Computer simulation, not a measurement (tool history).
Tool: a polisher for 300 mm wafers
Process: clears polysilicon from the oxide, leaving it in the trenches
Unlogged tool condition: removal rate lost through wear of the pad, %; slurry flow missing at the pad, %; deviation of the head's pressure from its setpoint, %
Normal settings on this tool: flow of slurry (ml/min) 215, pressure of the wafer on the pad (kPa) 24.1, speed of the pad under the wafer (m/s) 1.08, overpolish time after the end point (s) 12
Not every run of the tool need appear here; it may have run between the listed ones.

run,day,flow of slurry (ml/min),pressure of the wafer on the pad (kPa),speed of the pad under the wafer (m/s),overpolish time after the end point (s),wafers since the last listed run,wafers polished on this pad,hours since the slurry nozzle was cleaned,hours since the head pressure was calibrated,"incoming thickness of the incoming film, nm",time until the end point was called (s)
1,0,215,20,1.08,12,0,506,8,200.3,433.3,24
2,0.783,215,20,1.08,12,299,805,26.8,219.1,432,23.7
3,1.546,215,24.1,1.08,12,291,1096,45.1,237.4,425.5,19.4
# day 2.142: worn pad replaced by a new one
4,2.921,215,24.1,1.08,12,461,298,78.1,270.4,429.9,20.2
5,3.533,215,24.1,1.08,12,234,532,92.8,285.1,421,19.6
6,4.708,215,24.1,1.08,12,448,981,121,313.3,429.7,19.8
# day 5.875: worn pad replaced by a new one
7,6.133,215,24.1,1.08,12,480,99,155.2,347.5,426.2,19.9
8,7.529,215,24.1,1.08,17,533,632,188.7,381,430.8,20.2
# day 8.775: worn pad replaced by a new one
9,8.95,150,24.1,1.46,12,479,66,222.8,415.1,433.5,16.5

Estimate the outcome of run 10 from the log above:
# day 9.479: slurry nozzle cleaned
# day 10.008: head pressure recalibrated
10,10.246,215,24.1,1.08,12,447,513,18.4,5.7,437.6,?

{"run 10": {"time until the end point was called (s)": 19.8}}
On a tool with no hidden condition, and with the same random variation, this run would have come out at time until the end point was called (s) 19.8.
